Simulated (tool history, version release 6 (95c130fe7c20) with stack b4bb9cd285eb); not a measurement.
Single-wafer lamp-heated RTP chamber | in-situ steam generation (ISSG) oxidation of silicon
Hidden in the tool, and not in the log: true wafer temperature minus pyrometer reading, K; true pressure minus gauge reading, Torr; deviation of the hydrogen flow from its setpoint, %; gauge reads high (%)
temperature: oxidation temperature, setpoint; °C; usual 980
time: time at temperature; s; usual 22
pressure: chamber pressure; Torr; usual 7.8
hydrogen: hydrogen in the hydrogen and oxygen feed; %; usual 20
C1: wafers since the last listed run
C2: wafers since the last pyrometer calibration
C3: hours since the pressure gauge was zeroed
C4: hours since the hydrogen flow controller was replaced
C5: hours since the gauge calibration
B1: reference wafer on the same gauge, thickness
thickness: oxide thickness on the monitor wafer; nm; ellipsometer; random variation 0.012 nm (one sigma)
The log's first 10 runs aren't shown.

run 11 day=19.883 | temperature=980 time=22 pressure=8.7 hydrogen=20 | C1=321 C2=605 C3=160.7 C4=4333.9 C5=1344.3 | B1=5.98 | thickness=4.958
run 12 day=21.1 | temperature=980 time=22 pressure=8.7 hydrogen=20 | C1=389 C2=994 C3=189.9 C4=4363.1 C5=1373.5 | B1=5.982 | thickness=5.007
run 13 day=22.317 | temperature=980 time=22 pressure=7.8 hydrogen=20 | C1=389 C2=1384 C3=219.1 C4=4392.3 C5=1402.7 | B1=5.983 | thickness=5.038
run 14 day=24.858 | temperature=980 time=22 pressure=8.7 hydrogen=20 | C1=813 C2=2197 C3=280.1 C4=4453.3 C5=1463.7 | B1=5.98 | thickness=5.028
run 15 day=26.012 | temperature=980 time=22 pressure=7.8 hydrogen=20 | C1=369 C2=2567 C3=307.8 C4=4481 C5=1491.4 | B1=5.981 | thickness=5.043
run 16 day=28.671 | temperature=980 time=27 pressure=8.3 hydrogen=24 | C1=850 C2=3418 C3=371.6 C4=4544.8 C5=1555.2 | B1=5.978 | thickness=5.786
-- day=30.404 pyrometer window cleaned and pyrometer calibrated
run 17 day=31.304 | temperature=980 time=22 pressure=6.9 hydrogen=20 | C1=736 C2=288 C3=434.8 C4=4608 C5=1618.4 | B1=5.978 | thickness=4.956
run 18 day=33.717 | temperature=969 time=22 pressure=7.8 hydrogen=28 | C1=772 C2=1060 C3=492.7 C4=4665.9 C5=1676.3 | B1=5.979 | thickness=5.242
run 19 day=36.704 | temperature=980 time=29 pressure=7.8 hydrogen=15 | C1=956 C2=2017 C3=564.4 C4=4737.6 C5=1748 | B1=5.981 | thickness=5.425
run 20 day=39.025 | temperature=980 time=24 pressure=7.8 hydrogen=14 | C1=742 C2=2760 C3=620.1 C4=4793.3 C5=1803.7 | B1=5.98 | thickness=4.872

Forecast run 21:
-- day=39.996 gauge calibrated
run 21 day=40.225 | temperature=997 time=22 pressure=8.7 hydrogen=20 | C1=384 C2=3144 C3=648.9 C4=4822.1 C5=5.5 | B1=? | thickness=?

B1: 5.98
thickness: 5.414 nm
Without the tool's hidden state the same run would have given thickness 5.313 nm.
